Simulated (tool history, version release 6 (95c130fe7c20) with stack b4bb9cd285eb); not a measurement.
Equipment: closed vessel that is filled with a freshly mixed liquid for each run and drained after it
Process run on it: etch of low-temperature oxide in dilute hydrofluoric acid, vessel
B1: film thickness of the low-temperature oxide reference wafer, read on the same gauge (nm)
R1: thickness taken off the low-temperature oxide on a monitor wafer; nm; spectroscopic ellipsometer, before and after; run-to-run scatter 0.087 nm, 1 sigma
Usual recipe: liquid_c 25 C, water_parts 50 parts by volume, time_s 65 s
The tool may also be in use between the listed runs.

{"run": 1, "hour": 0.0, "liquid_c": 25, "water_parts": 50, "time_s": 65, "B1": 60.01, "R1": 19.99}
{"run": 2, "hour": 10.5, "liquid_c": 25, "water_parts": 50, "time_s": 65, "B1": 60.02, "R1": 20.03}
{"run": 3, "hour": 27.1, "liquid_c": 25, "water_parts": 50, "time_s": 65, "B1": 60.02, "R1": 20.04}
{"run": 4, "hour": 42.2, "liquid_c": 27, "water_parts": 35, "time_s": 65, "B1": 60, "R1": 32.01}
{"run": 5, "hour": 56.8, "liquid_c": 27, "water_parts": 35, "time_s": 65, "B1": 60, "R1": 31.43}
{"run": 6, "hour": 69.2, "liquid_c": 27, "water_parts": 35, "time_s": 65, "B1": 60, "R1": 31.66}
{"run": 7, "hour": 111.2, "liquid_c": 25, "water_parts": 50, "time_s": 65, "B1": 60.01, "R1": 20.07}
{"hour": 124.9, "done": "thermometer replaced"}
{"run": 8, "hour": 125.4, "liquid_c": 25, "water_parts": 50, "time_s": 65, "B1": 59.99, "R1": 19.85}
{"run": 9, "hour": 135.9, "liquid_c": 25, "water_parts": 45, "time_s": 35, "B1": 60.02, "R1": 12.12}
{"run": 10, "hour": 150.6, "liquid_c": 25, "water_parts": 45, "time_s": 35, "B1": 60, "R1": 11.94}
{"run": 11, "hour": 162.0, "liquid_c": 25, "water_parts": 45, "time_s": 35, "B1": 59.96, "R1": 12.15}
{"run": 12, "hour": 173.6, "liquid_c": 26, "water_parts": 50, "time_s": 55, "B1": 60, "R1": 17.75}
{"hour": 181.0, "done": "hydrofluoric acid flow meter replaced"}
{"run": 13, "hour": 182.3, "liquid_c": 25, "water_parts": 50, "time_s": 65, "B1": 59.98, "R1": 19.98}
{"run": 14, "hour": 194.8, "liquid_c": 27, "water_parts": 70, "time_s": 65, "B1": 59.98, "R1": 15.02}
{"run": 15, "hour": 207.0, "liquid_c": 27.5, "water_parts": 50, "time_s": 65, "B1": 59.98, "R1": 22.18}
{"run": 16, "hour": 222.3, "liquid_c": 25, "water_parts": 50, "time_s": 65, "B1": 60.04, "R1": 20.24}
{"run": 17, "hour": 230.7, "liquid_c": 20.5, "water_parts": 65, "time_s": 50, "B1": 60, "R1": 9.64}
{"hour": 232.7, "done": "gauge calibrated"}
{"run": 18, "hour": 240.5, "liquid_c": 23, "water_parts": 50, "time_s": 55, "B1": 60.04, "R1": 15.71}
{"run": 19, "hour": 253.9, "liquid_c": 20.5, "water_parts": 35, "time_s": 65, "B1": 59.97, "R1": 24.17}
{"run": 20, "hour": 260.5, "liquid_c": 25, "water_parts": 50, "time_s": 65, "B1": 60.03, "R1": 19.91}
{"run": 21, "hour": 276.4, "liquid_c": 25, "water_parts": 35, "time_s": 50, "B1": 59.99, "R1": 22.59}
{"run": 22, "hour": 283.9, "liquid_c": 27, "water_parts": 35, "time_s": 65, "B1": 60.02, "R1": 31.79}
{"run": 23, "hour": 300.3, "liquid_c": 25, "water_parts": 65, "time_s": 65, "B1": 60, "R1": 15.16}
{"run": 24, "hour": 317.5, "liquid_c": 21.5, "water_parts": 40, "time_s": 65, "B1": 60, "R1": 21.81}
{"run": 25, "hour": 332.9, "liquid_c": 26, "water_parts": 50, "time_s": 55, "B1": 60, "R1": 17.67}

Alternative continuations, all from the tool just after run 25; predict every row:
{"run": "A", "hour": 333.6, "liquid_c": 25, "water_parts": 50, "time_s": 65, "B1": "?", "R1": "?"}
{"run": "B", "hour": 333.6, "liquid_c": 25, "water_parts": 50, "time_s": 45, "B1": "?", "R1": "?"}
{"run": "C", "hour": 333.6, "liquid_c": 25, "water_parts": 50, "time_s": 75, "B1": "?", "R1": "?"}
{"run": "D", "hour": 333.6, "liquid_c": 27.5, "water_parts": 40, "time_s": 30, "B1": "?", "R1": "?"}
{"run": "E", "hour": 333.6, "liquid_c": 25, "water_parts": 50, "time_s": 50, "B1": "?", "R1": "?"}

run=A B1=59.99 R1=20.02
run=B B1=59.99 R1=13.86
run=C B1=59.99 R1=23.1
run=D B1=59.99 R1=12.97
run=E B1=59.99 R1=15.4
With no hidden state in the tool, these same runs would have given:
run=A R1=20.02
run=B R1=13.86
run=C R1=23.1
run=D R1=12.97
run=E R1=15.4
